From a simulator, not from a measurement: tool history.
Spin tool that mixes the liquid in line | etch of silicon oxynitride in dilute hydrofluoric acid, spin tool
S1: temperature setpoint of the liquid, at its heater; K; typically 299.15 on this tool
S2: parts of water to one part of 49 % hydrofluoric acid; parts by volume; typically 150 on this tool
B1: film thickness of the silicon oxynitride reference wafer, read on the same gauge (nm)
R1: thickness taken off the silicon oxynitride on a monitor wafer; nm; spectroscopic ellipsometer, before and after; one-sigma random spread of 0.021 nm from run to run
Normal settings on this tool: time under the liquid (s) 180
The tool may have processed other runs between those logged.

{"run": 1, "day": 0.0, "S1": 299.15, "S2": 150, "time under the liquid (s)": 180, "B1": 69.985, "R1": 2.454}
{"run": 2, "day": 0.658, "S1": 299.15, "S2": 200, "time under the liquid (s)": 180, "B1": 70.008, "R1": 1.769}
{"run": 3, "day": 1.379, "S1": 299.15, "S2": 200, "time under the liquid (s)": 180, "B1": 70.003, "R1": 1.78}
{"run": 4, "day": 1.917, "S1": 299.15, "S2": 90, "time under the liquid (s)": 180, "B1": 69.981, "R1": 4.321}
{"run": 5, "day": 2.317, "S1": 299.15, "S2": 90, "time under the liquid (s)": 180, "B1": 69.993, "R1": 4.388}
{"run": 6, "day": 2.729, "S1": 299.15, "S2": 150, "time under the liquid (s)": 180, "B1": 70.012, "R1": 2.469}
{"run": 7, "day": 3.054, "S1": 299.15, "S2": 150, "time under the liquid (s)": 180, "B1": 69.991, "R1": 2.47}
{"run": 8, "day": 3.508, "S1": 299.15, "S2": 150, "time under the liquid (s)": 180, "B1": 70.019, "R1": 2.47}
{"run": 9, "day": 3.871, "S1": 295.65, "S2": 150, "time under the liquid (s)": 205, "B1": 69.998, "R1": 2.367}
{"run": 10, "day": 4.558, "S1": 295.65, "S2": 150, "time under the liquid (s)": 205, "B1": 69.982, "R1": 2.338}
{"run": 11, "day": 6.704, "S1": 295.65, "S2": 150, "time under the liquid (s)": 205, "B1": 70.009, "R1": 2.36}
{"run": 12, "day": 7.967, "S1": 299.15, "S2": 100, "time under the liquid (s)": 220, "B1": 70.001, "R1": 4.655}
{"day": 8.196, "done": "thermometer replaced"}
{"day": 8.562, "done": "gauge calibrated"}
{"run": 13, "day": 8.579, "S1": 299.15, "S2": 100, "time under the liquid (s)": 220, "B1": 70.001, "R1": 5.235}
{"run": 14, "day": 8.933, "S1": 299.15, "S2": 85, "time under the liquid (s)": 180, "B1": 70.011, "R1": 5.085}
{"run": 15, "day": 9.342, "S1": 302.65, "S2": 150, "time under the liquid (s)": 180, "B1": 69.978, "R1": 3.142}
{"run": 16, "day": 9.638, "S1": 299.15, "S2": 190, "time under the liquid (s)": 180, "B1": 69.996, "R1": 2.066}
{"run": 17, "day": 10.075, "S1": 299.15, "S2": 170, "time under the liquid (s)": 230, "B1": 69.983, "R1": 3.012}
{"run": 18, "day": 10.638, "S1": 296.15, "S2": 150, "time under the liquid (s)": 210, "B1": 69.995, "R1": 2.757}
{"run": 19, "day": 10.983, "S1": 295.15, "S2": 125, "time under the liquid (s)": 85, "B1": 69.98, "R1": 1.303}
{"run": 20, "day": 11.683, "S1": 299.15, "S2": 215, "time under the liquid (s)": 240, "B1": 69.98, "R1": 2.349}
{"run": 21, "day": 12.071, "S1": 299.15, "S2": 150, "time under the liquid (s)": 180, "B1": 70.015, "R1": 2.695}
{"run": 22, "day": 12.808, "S1": 295.15, "S2": 150, "time under the liquid (s)": 180, "B1": 70.001, "R1": 2.266}
{"run": 23, "day": 13.321, "S1": 299.15, "S2": 150, "time under the liquid (s)": 180, "B1": 69.983, "R1": 2.689}
{"run": 24, "day": 13.667, "S1": 299.15, "S2": 125, "time under the liquid (s)": 180, "B1": 70.003, "R1": 3.309}
{"day": 14.088, "done": "hydrofluoric acid flow meter replaced"}
{"run": 25, "day": 14.854, "S1": 299.15, "S2": 185, "time under the liquid (s)": 135, "B1": 70.025, "R1": 1.842}
{"run": 26, "day": 15.146, "S1": 302.65, "S2": 175, "time under the liquid (s)": 100, "B1": 70.007, "R1": 1.674}
{"run": 27, "day": 15.767, "S1": 299.15, "S2": 150, "time under the liquid (s)": 180, "B1": 70.03, "R1": 3.089}
{"run": 28, "day": 16.021, "S1": 299.15, "S2": 180, "time under the liquid (s)": 150, "B1": 70.01, "R1": 2.105}
{"run": 29, "day": 16.521, "S1": 299.15, "S2": 150, "time under the liquid (s)": 180, "B1": 70.02, "R1": 3.075}
{"run": 30, "day": 16.854, "S1": 295.65, "S2": 150, "time under the liquid (s)": 180, "B1": 70.007, "R1": 2.611}
{"run": 31, "day": 17.304, "S1": 299.15, "S2": 200, "time under the liquid (s)": 180, "B1": 70.009, "R1": 2.207}
{"run": 32, "day": 18.004, "S1": 299.15, "S2": 150, "time under the liquid (s)": 180, "B1": 69.994, "R1": 3.104}
{"run": 33, "day": 18.55, "S1": 299.15, "S2": 180, "time under the liquid (s)": 180, "B1": 69.977, "R1": 2.493}

List, for all runs, the conditions of the tool that the log does not record:
gauge reads high (%): 0, the same for each run
H1: liquid colder than its thermometer reads (K)
H2: hydrofluoric acid flow below the setpoint (%)
run=1 H1=2.5 H2=10.5
run=2 H1=2.52 H2=10.6
run=3 H1=2.54 H2=10.7
run=4 H1=2.55 H2=10.8
run=5 H1=2.56 H2=10.8
run=6 H1=2.57 H2=10.9
run=7 H1=2.58 H2=10.9
run=8 H1=2.59 H2=10.9
run=9 H1=2.6 H2=11
run=10 H1=2.62 H2=11.1
run=11 H1=2.68 H2=11.3
run=12 H1=2.71 H2=11.5
run=13 H1=0.143 H2=11.5
run=14 H1=0.153 H2=11.6
run=15 H1=0.164 H2=11.6
run=16 H1=0.172 H2=11.7
run=17 H1=0.184 H2=11.7
run=18 H1=0.199 H2=11.8
run=19 H1=0.208 H2=11.8
run=20 H1=0.227 H2=11.9
run=21 H1=0.238 H2=12
run=22 H1=0.258 H2=12
run=23 H1=0.272 H2=12.1
run=24 H1=0.281 H2=12.1
run=25 H1=0.313 H2=0.164
run=26 H1=0.321 H2=0.198
run=27 H1=0.338 H2=0.271
run=28 H1=0.345 H2=0.301
run=29 H1=0.358 H2=0.359
run=30 H1=0.367 H2=0.398
run=31 H1=0.379 H2=0.451
run=32 H1=0.398 H2=0.532
run=33 H1=0.413 H2=0.596
